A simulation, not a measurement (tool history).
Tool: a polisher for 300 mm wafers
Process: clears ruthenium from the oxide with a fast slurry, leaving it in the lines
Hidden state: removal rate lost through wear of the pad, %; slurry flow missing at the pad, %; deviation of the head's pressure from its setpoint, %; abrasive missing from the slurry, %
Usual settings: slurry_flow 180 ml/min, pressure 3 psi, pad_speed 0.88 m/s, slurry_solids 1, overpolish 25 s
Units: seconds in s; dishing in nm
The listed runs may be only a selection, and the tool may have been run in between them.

run,hour,slurry_flow,pressure,pad_speed,slurry_solids,overpolish,wafers since the last listed run,wafers polished on this pad,hours since the slurry nozzle was cleaned,hours since the head pressure was calibrated,hours since the slurry blender was calibrated,"incoming thickness of the incoming film, nm",seconds,dishing
1,0,180,3,0.88,1,25,0,340,593.6,806.9,36.6,172.6,44.4,70.4
# hour 13.7: worn pad replaced by a new one
2,16.5,180,3,0.88,1,25,127,28,610.1,823.4,53.1,172.4,41.5,75.6
3,23.2,180,3,1.04,1,25,68,96,616.8,830.1,59.8,166.5,38.3,81.2
4,35.4,180,2.5,0.88,1,25,124,221,629,842.3,72,171.5,52.1,61.8
5,45.2,180,3,0.88,1,25,100,321,638.8,852.1,81.8,169.4,44.7,69.8
6,61.1,180,3,0.88,1,25,162,484,654.7,868,97.7,171.2,48.1,67
# hour 68.3: worn pad replaced by a new one
7,69.2,180,3,0.88,1,25,41,9,662.8,876.1,105.8,168.4,40.6,75.3
# hour 71.6: head pressure recalibrated
8,85.3,180,3,1.1,1,25,143,153,678.9,13.7,121.9,170.3,37.7,80
9,95.8,180,3.5,0.88,1.3,25,107,260,689.4,24.2,132.4,169.4,34.8,85.7
10,110.5,180,3,0.88,1,32,150,410,704.1,38.9,147.1,168.8,46.1,84.3

Estimate the outcome of run 11 from the log above:
# hour 120.6: worn pad replaced by a new one
11,121.1,210,3,1.06,1,32,67,5,714.7,49.5,157.7,168.8,?,?

Run 11 yielded seconds 35.5 s, dishing 100.3 nm.
On a tool with no hidden condition, and with the same random variation, this run would have come out at seconds 32.7 s, dishing 106.6 nm.
